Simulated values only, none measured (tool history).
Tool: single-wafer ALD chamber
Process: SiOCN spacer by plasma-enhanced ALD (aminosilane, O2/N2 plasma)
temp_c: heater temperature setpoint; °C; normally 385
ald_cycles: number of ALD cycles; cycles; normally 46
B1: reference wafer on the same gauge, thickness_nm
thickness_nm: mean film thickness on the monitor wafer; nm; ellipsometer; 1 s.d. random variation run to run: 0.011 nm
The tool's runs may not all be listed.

Run 1, hour 0.0: usual settings but temp_c 376 °C, ald_cycles 50 cycles; B1 2.719. Result: thickness_nm 3.094 nm.
Run 2, hour 138.2: usual settings but temp_c 376 °C, ald_cycles 50 cycles; B1 2.714. Result: thickness_nm 3.067 nm.
Run 3, hour 196.5: usual settings but temp_c 376 °C, ald_cycles 50 cycles; B1 2.713. Result: thickness_nm 3.070 nm.
Run 4, hour 268.4: usual settings but temp_c 397 °C, ald_cycles 40 cycles; B1 2.704. Result: thickness_nm 2.467 nm.
Run 5, hour 329.4: usual settings but temp_c 397 °C, ald_cycles 40 cycles; B1 2.699. Result: thickness_nm 2.449 nm.
Run 6, hour 357.1: usual settings but ald_cycles 41 cycles; B1 2.698. Result: thickness_nm 2.512 nm.
Run 7, hour 402.8: usual settings but ald_cycles 41 cycles; B1 2.694. Result: thickness_nm 2.489 nm.
At hour 450.6: thermocouple changed; heater temperature recalibrated.
Run 8, hour 458.8: usual settings but temp_c 373 °C, ald_cycles 39 cycles; B1 2.693. Result: thickness_nm 2.393 nm.
At hour 514.4: gauge calibrated.
Run 9, hour 518.9: usual settings but temp_c 391 °C, ald_cycles 52 cycles; B1 2.762. Result: thickness_nm 3.251 nm.
Run 10, hour 575.9: usual settings but temp_c 399 °C, ald_cycles 41 cycles; B1 2.763. Result: thickness_nm 2.570 nm.
Run 11, hour 656.6: usual settings; B1 2.758. Result: thickness_nm 2.886 nm.
Run 12, hour 696.5: usual settings but temp_c 376 °C; B1 2.752. Result: thickness_nm 2.873 nm.
Run 13, hour 754.3: usual settings but temp_c 390 °C; B1 2.745. Result: thickness_nm 2.848 nm.
Run 14, hour 806.0: usual settings but temp_c 372 °C, ald_cycles 43 cycles; B1 2.747. Result: thickness_nm 2.698 nm.

Here are 4 independent what-if runs from the current tool condition. What would each one return?
Run A, hour 806.5: usual settings but ald_cycles 54 cycles; B1 ?. Result: thickness_nm ?.
Run B, hour 806.5: usual settings but temp_c 399 °C, ald_cycles 43 cycles; B1 ?. Result: thickness_nm ?.
Run C, hour 806.5: usual settings but temp_c 397 °C; B1 ?. Result: thickness_nm ?.
Run D, hour 806.5: usual settings but temp_c 395 °C, ald_cycles 51 cycles; B1 ?. Result: thickness_nm ?.

run     B1  thickness_nm
  A  2.743         3.376
  B  2.743         2.688
  C  2.743         2.876
  D  2.743         3.188
Had the tool no hidden state, the same runs would have come out as:
run  thickness_nm
  A         3.392
  B         2.701
  C         2.890
  D         3.204
